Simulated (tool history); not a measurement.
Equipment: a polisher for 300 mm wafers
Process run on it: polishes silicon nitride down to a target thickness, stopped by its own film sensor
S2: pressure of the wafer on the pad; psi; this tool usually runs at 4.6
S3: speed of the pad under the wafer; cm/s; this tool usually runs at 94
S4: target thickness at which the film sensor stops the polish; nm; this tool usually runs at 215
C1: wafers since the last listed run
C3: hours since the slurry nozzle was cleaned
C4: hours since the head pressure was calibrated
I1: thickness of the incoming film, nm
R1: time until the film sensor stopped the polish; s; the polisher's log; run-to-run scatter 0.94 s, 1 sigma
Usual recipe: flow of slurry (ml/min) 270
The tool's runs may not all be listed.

Run 1, hour 0: usual settings; C1 0; wafers polished on this pad 473; C3 437.4; C4 14.8; I1 420.6. Result: R1 76.8 s.
At hour 1.4: slurry nozzle cleaned.
Run 2, hour 71.8: usual settings; C1 800; wafers polished on this pad 1273; C3 70.4; C4 86.6; I1 421.7. Result: R1 77.3 s.
Run 3, hour 121.7: usual settings; C1 564; wafers polished on this pad 1838; C3 120.3; C4 136.5; I1 412.5. Result: R1 72.8 s.
Run 4, hour 184.7: usual settings but flow of slurry (ml/min) 215; C1 712; wafers polished on this pad 2550; C3 183.3; C4 199.5; I1 415.7. Result: R1 77.2 s.
At hour 243.3: worn pad replaced by a new one.
Run 5, hour 252.2: usual settings but flow of slurry (ml/min) 215; C1 718; wafers polished on this pad 100; C3 250.8; C4 267; I1 419. Result: R1 77.3 s.
Run 6, hour 284.2: usual settings but flow of slurry (ml/min) 240; C1 361; wafers polished on this pad 462; C3 282.8; C4 299; I1 423.2. Result: R1 78.4 s.
Run 7, hour 344.4: usual settings but flow of slurry (ml/min) 345; C1 680; wafers polished on this pad 1142; C3 343; C4 359.2; I1 426.4. Result: R1 77.8 s.
Run 8, hour 370.2: usual settings but flow of slurry (ml/min) 345; C1 291; wafers polished on this pad 1434; C3 368.8; C4 385; I1 424.2. Result: R1 75.6 s.
Run 9, hour 428.6: usual settings; C1 660; wafers polished on this pad 2094; C3 427.2; C4 443.4; I1 413.2. Result: R1 74.8 s.
Run 10, hour 476.3: usual settings but S3 70 cm/s; C1 539; wafers polished on this pad 2634; C3 474.9; C4 491.1; I1 423.4. Result: R1 87.2 s.
At hour 483.9: slurry nozzle cleaned.
Run 11, hour 516.6: usual settings but S3 70 cm/s; C1 444; wafers polished on this pad 3078; C3 32.7; C4 531.4; I1 412.9. Result: R1 83.8 s.
At hour 561.4: worn pad replaced by a new one.
At hour 566.3: head pressure recalibrated.
Run 12, hour 613.8: usual settings but S2 3.4 psi, S3 104 cm/s; C1 1031; wafers polished on this pad 570; C3 129.9; C4 47.5; I1 423.4. Result: R1 100.9 s.
Run 13, hour 644.4: usual settings; C1 346; wafers polished on this pad 916; C3 160.5; C4 78.1; I1 414.1. Result: R1 73.9 s.
Run 14, hour 674.5: usual settings but S3 106 cm/s; C1 340; wafers polished on this pad 1256; C3 190.6; C4 108.2; I1 425.6. Result: R1 74.2 s.
Run 15, hour 745: usual settings but flow of slurry (ml/min) 185, S4 273 nm; C1 797; wafers polished on this pad 2053; C3 261.1; C4 178.7; I1 417.9. Result: R1 56.7 s.
Run 16, hour 775.8: usual settings; C1 348; wafers polished on this pad 2401; C3 291.9; C4 209.5; I1 411.5. Result: R1 72.5 s.
Run 17, hour 800.5: usual settings but S4 157 nm; C1 279; wafers polished on this pad 2681; C3 316.6; C4 234.2; I1 422.2. Result: R1 99.6 s.
At hour 886.2: worn pad replaced by a new one.
Run 18, hour 946.3: usual settings but flow of slurry (ml/min) 350, S3 118 cm/s; C1 1603; wafers polished on this pad 679; C3 462.4; C4 380; I1 415.1. Result: R1 63.8 s.
At hour 990.6: slurry nozzle cleaned.
Run 19, hour 1096.4: usual settings but flow of slurry (ml/min) 320, S2 4.2 psi; C1 1686; wafers polished on this pad 2365; C3 105.8; C4 530.1; I1 421.4. Result: R1 84 s.
At hour 1153.1: worn pad replaced by a new one.
Run 20, hour 1153.6: usual settings but S2 3 psi, S3 122 cm/s; C1 601; wafers polished on this pad 5; C3 163; C4 587.3; I1 424.3. Result: R1 105.5 s.
At hour 1160.6: head pressure recalibrated.
Run 21, hour 1195.1: usual settings but S3 68 cm/s, S4 260 nm; C1 446; wafers polished on this pad 451; C3 204.5; C4 34.5; I1 420.3. Result: R1 68.8 s.
Run 22, hour 1235.8: usual settings; C1 460; wafers polished on this pad 912; C3 245.2; C4 75.2; I1 416.8. Result: R1 75.6 s.
Run 23, hour 1275.7: usual settings but S3 74 cm/s, S4 184 nm; C1 451; wafers polished on this pad 1363; C3 285.1; C4 115.1; I1 422.4. Result: R1 99.7 s.
Run 24, hour 1323.7: usual settings but S2 3.2 psi, S3 122 cm/s; C1 542; wafers polished on this pad 1906; C3 333.1; C4 163.1; I1 423.4. Result: R1 97 s.
Run 25, hour 1369.5: usual settings but S3 106 cm/s; C1 517; wafers polished on this pad 2424; C3 378.9; C4 208.9; I1 421.7. Result: R1 73.2 s.
At hour 1411.1: slurry nozzle cleaned.
At hour 1471.3: worn pad replaced by a new one.
Run 26, hour 1523.2: usual settings; C1 1681; wafers polished on this pad 587; C3 112.1; C4 362.6; I1 418. Result: R1 75.7 s.

Branching from run 26: 4 alternative next runs. What would each branch give?
Run A, hour 1523.7: usual settings; C1 5; wafers polished on this pad 592; C3 112.6; C4 363.1; I1 417.9. Result: R1 ?.
Run B, hour 1523.7: usual settings but S2 3.3 psi, S4 152 nm; C1 5; wafers polished on this pad 592; C3 112.6; C4 363.1; I1 417.9. Result: R1 ?.
Run C, hour 1523.7: usual settings but flow of slurry (ml/min) 340, S2 4 psi, S4 195 nm; C1 5; wafers polished on this pad 592; C3 112.6; C4 363.1; I1 417.9. Result: R1 ?.
Run D, hour 1523.7: usual settings but flow of slurry (ml/min) 300, S2 5.4 psi; C1 5; wafers polished on this pad 592; C3 112.6; C4 363.1; I1 417.9. Result: R1 ?.

run     R1
  A   76.1
  B  138.9
  C   94.5
  D   64.3
The same runs, with their run-to-run variation unchanged, on a tool lacking any hidden condition would have given:
run     R1
  A   76.1
  B  138.9
  C   94.5
  D   64.3

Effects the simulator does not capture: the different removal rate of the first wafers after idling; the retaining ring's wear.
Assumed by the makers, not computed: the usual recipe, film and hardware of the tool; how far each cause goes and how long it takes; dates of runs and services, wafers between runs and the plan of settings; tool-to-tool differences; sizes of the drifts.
